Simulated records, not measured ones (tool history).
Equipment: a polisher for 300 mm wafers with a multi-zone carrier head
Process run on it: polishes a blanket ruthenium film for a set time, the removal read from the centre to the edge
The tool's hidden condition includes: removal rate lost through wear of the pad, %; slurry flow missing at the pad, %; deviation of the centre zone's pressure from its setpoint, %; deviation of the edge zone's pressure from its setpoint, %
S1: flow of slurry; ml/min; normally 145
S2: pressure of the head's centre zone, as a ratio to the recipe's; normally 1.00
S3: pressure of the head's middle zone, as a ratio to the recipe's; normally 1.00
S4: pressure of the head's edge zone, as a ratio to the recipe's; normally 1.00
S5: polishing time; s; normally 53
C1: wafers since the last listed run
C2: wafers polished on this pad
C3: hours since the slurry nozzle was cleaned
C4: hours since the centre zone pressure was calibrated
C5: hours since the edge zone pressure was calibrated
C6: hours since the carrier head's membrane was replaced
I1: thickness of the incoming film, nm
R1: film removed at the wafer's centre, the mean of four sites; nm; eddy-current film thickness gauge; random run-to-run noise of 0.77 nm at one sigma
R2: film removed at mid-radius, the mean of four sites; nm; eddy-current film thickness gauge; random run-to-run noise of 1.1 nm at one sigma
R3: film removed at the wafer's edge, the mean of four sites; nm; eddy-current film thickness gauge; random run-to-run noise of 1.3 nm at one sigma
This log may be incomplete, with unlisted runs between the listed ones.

run,hour,S1,S2,S3,S4,S5,C1,C2,C3,C4,C5,C6,I1,R1,R2,R3
1,0.0,145,0.97,1.04,1.00,69,0,865,587.0,298.6,42.1,329.1,463.5,154.7,155.1,151.0
2,18.9,100,1.00,0.96,1.00,53,122,987,605.9,317.5,61.0,348.0,464.4,107.2,104.9,111.1
3,32.5,145,1.00,1.00,1.00,53,87,1075,619.5,331.1,74.6,361.6,467.4,120.5,118.0,116.9
4,67.5,145,1.00,1.00,1.00,53,226,1301,654.5,366.1,109.6,396.6,470.6,121.4,117.3,120.1
5,92.4,145,1.00,0.89,1.00,53,161,1462,679.4,391.0,134.5,421.5,466.1,120.4,109.0,115.8
# hour 110.6: worn pad replaced by a new one
6,118.6,145,1.00,1.00,1.00,53,143,51,705.6,417.2,160.7,447.7,469.1,128.6,121.5,124.5
7,140.6,145,1.12,1.00,0.94,53,142,193,727.6,439.2,182.7,469.7,469.8,140.7,122.9,116.7
8,164.6,110,1.00,1.00,1.00,38,155,349,751.6,463.2,206.7,493.7,467.1,81.7,81.1,81.8
9,197.8,145,1.00,1.00,1.00,53,214,563,784.8,496.4,239.9,526.9,465.3,122.8,119.1,118.3
10,211.6,145,1.00,0.93,1.00,53,89,653,798.6,510.2,253.7,540.7,476.8,121.3,115.4,118.7
# hour 220.4: slurry nozzle cleaned
11,234.5,145,1.00,1.00,1.00,53,141,794,14.1,533.1,276.6,563.6,461.1,122.9,117.0,115.0
12,264.2,145,1.00,1.00,1.00,53,192,986,43.8,562.8,306.3,593.3,469.1,120.5,117.2,120.0
13,296.7,130,1.08,1.00,1.00,53,210,1196,76.3,595.3,338.8,625.8,462.5,126.1,114.3,114.8
14,317.3,145,1.00,1.00,1.00,53,133,1330,96.9,615.9,359.4,646.4,472.9,121.4,117.6,114.0
15,333.8,100,0.91,0.94,0.94,53,106,1436,113.4,632.4,375.9,662.9,473.6,99.4,100.9,107.0
# hour 356.6: worn pad replaced by a new one
16,365.1,145,0.94,0.97,0.90,53,176,54,144.7,663.7,407.2,694.2,471.7,122.7,121.3,116.8
# hour 375.9: carrier head's membrane replaced by a new one
17,391.8,190,1.06,1.00,1.00,66,140,195,171.4,690.4,433.9,15.9,473.5,173.2,159.2,156.4
18,406.2,145,1.12,1.00,0.94,53,93,288,185.8,704.8,448.3,30.3,460.0,138.4,120.6,116.4

The next listed run, before its measurement:
19,420.2,145,1.05,1.08,1.00,44,90,378,199.8,718.8,462.3,44.3,475.7,?,?,?

{"run 19": {"R1": 107.4, "R2": 103.9, "R3": 99.5}}
The same run, on a tool lacking any hidden state, would have yielded R1 108.3 nm, R2 107.8 nm, R3 103.2 nm.
